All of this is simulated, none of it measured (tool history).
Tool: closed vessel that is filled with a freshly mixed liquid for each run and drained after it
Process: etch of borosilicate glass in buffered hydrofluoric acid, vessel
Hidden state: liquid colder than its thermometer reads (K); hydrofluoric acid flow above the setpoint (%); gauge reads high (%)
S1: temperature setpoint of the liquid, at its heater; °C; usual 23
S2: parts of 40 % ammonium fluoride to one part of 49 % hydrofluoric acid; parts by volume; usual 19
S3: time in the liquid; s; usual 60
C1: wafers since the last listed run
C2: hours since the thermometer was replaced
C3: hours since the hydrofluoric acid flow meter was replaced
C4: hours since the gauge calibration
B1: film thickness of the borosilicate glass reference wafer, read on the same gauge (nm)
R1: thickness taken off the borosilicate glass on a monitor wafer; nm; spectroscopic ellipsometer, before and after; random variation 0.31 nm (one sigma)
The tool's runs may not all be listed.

run	hour	S1	S2	S3	C1	C2	C3	C4	B1	R1
1	0	23	19	60	0	978.9	1614.4	162.5	50.01	32.68
2	33.4	23	19	60	3036	1012.3	1647.8	195.9	49.99	32.33
3	86.4	23	19	60	4818	1065.3	1700.8	248.9	50.03	31.59
4	123.6	23	19	60	3382	1102.5	1738	286.1	49.99	31.95
5	161	23	19	60	3400	1139.9	1775.4	323.5	50	32
6	231.6	23	17	60	6419	1210.5	1846	394.1	50.04	35.52
7	285.3	23	17	60	4882	1264.2	1899.7	447.8	49.95	34.99
# hour 294.1: thermometer replaced
# hour 303: hydrofluoric acid flow meter replaced
# hour 323.6: gauge calibrated
8	351.9	23	19	60	5873	57.8	48.9	28.3	49.96	34.95
9	389.4	23	21	60	3409	95.3	86.4	65.8	50.01	31.74
10	460.8	23	19	60	6492	166.7	157.8	137.2	49.99	33.82
11	492.6	19.5	19	60	2891	198.5	189.6	169	49.98	28.49
12	553.8	21	22.5	85	5564	259.7	250.8	230.2	49.98	38.53
13	623.5	20	24.5	50	6337	329.4	320.5	299.9	49.99	19.93
14	648.2	23	13.5	60	2245	354.1	345.2	324.6	50.02	48.42
15	716.6	27.5	13.5	30	6219	422.5	413.6	393	49.97	29.8

5 ways to go on from here, each from the tool as it stands after run 15. What would each give?
A	717.3	23	19	60	63	423.2	414.3	393.7	?	?
B	717.3	26.5	19	60	63	423.2	414.3	393.7	?	?
C	717.3	25.5	12	90	63	423.2	414.3	393.7	?	?
D	717.3	23	19	40	63	423.2	414.3	393.7	?	?
E	717.3	25.5	13	45	63	423.2	414.3	393.7	?	?

run	B1	R1
A	50.03	33.71
B	50.03	40.7
C	50.03	91.2
D	50.03	22.47
E	50.03	42.13
Without the tool's hidden state the same runs would have given:
run	R1
A	35.4
B	42.7
C	95.68
D	23.6
E	44.2
